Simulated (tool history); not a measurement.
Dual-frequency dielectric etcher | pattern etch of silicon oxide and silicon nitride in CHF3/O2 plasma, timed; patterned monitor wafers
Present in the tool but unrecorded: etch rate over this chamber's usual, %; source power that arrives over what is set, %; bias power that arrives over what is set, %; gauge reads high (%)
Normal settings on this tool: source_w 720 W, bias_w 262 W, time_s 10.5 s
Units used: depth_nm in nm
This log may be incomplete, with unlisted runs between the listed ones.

run,hour,source_w,bias_w,time_s,wafers since the last listed run,hours since the last wet clean,hours since the last source power generator calibration,hours since the last bias power generator calibration,hours since the last upper electrode change,hours since the gauge calibration,"read-back reference wafer on the same gauge, depth_nm",depth_nm
1,0.0,720,262,10.5,0,192.3,3226.9,1167.5,1265.4,437.3,18.40,19.93
2,42.9,720,262,10.5,753,235.2,3269.8,1210.4,1308.3,480.2,18.43,19.84
3,129.7,720,262,10.5,1523,322.0,3356.6,1297.2,1395.1,567.0,18.39,20.00
4,214.1,720,262,10.5,1481,406.4,3441.0,1381.6,1479.5,651.4,18.39,19.80
5,257.9,720,262,10.5,769,450.2,3484.8,1425.4,1523.3,695.2,18.42,19.98
# hour 298.2: wet clean of the chamber
6,509.9,720,262,10.5,4003,211.7,3736.8,1677.4,1775.3,947.2,18.42,19.87
# hour 528.9: source power generator calibrated
7,602.2,720,262,10.5,1550,304.0,73.3,1769.7,1867.6,1039.5,18.39,19.96
8,704.7,720,262,10.5,1799,406.5,175.8,1872.2,1970.1,1142.0,18.40,20.17
# hour 756.3: wet clean of the chamber
9,757.0,720,262,10.5,496,0.7,228.1,1924.5,2022.4,1194.3,18.42,19.84
# hour 818.2: gauge calibrated
# hour 888.1: upper electrode replaced
10,948.0,720,262,10.5,2932,191.7,419.1,2115.5,59.9,129.8,18.42,19.85
11,999.1,540,299,9.0,897,242.8,470.2,2166.6,111.0,180.9,18.38,16.21
12,1069.4,720,262,10.5,1234,313.1,540.5,2236.9,181.3,251.2,18.39,19.65
13,1136.3,660,262,10.5,1174,380.0,607.4,2303.8,248.2,318.1,18.42,19.14
14,1229.2,720,282,10.5,1631,472.9,700.3,2396.7,341.1,411.0,18.40,20.36
# hour 1272.0: wet clean of the chamber
15,1276.3,720,262,8.0,405,4.3,747.4,2443.8,388.2,458.1,18.40,15.19
# hour 1305.3: bias power generator calibrated
16,1534.7,870,213,11.5,4466,262.7,1005.8,229.4,646.6,716.5,18.38,21.45
17,1582.2,580,262,10.5,833,310.2,1053.3,276.9,694.1,764.0,18.42,18.36
18,1637.2,720,262,9.0,965,365.2,1108.3,331.9,749.1,819.0,18.41,17.18

Hidden state at the last listed run before each entry between runs and at the first one after, where it differs:
Logged between run 5 and run 6: wet clean of the chamber (hour 298.2)
  the hidden state is the same at both runs
Logged between run 6 and run 7: source power generator calibrated (hour 528.9)
  the hidden state is the same at both runs
Logged between run 8 and run 9: wet clean of the chamber (hour 756.3)
  the hidden state is the same at both runs
Logged between run 9 and run 10: gauge calibrated (hour 818.2); upper electrode replaced (hour 888.1)
  the hidden state is the same at both runs
Logged between run 14 and run 15: wet clean of the chamber (hour 1272.0)
  the hidden state is the same at both runs
Logged between run 15 and run 16: bias power generator calibrated (hour 1305.3)
  the hidden state is the same at both runs

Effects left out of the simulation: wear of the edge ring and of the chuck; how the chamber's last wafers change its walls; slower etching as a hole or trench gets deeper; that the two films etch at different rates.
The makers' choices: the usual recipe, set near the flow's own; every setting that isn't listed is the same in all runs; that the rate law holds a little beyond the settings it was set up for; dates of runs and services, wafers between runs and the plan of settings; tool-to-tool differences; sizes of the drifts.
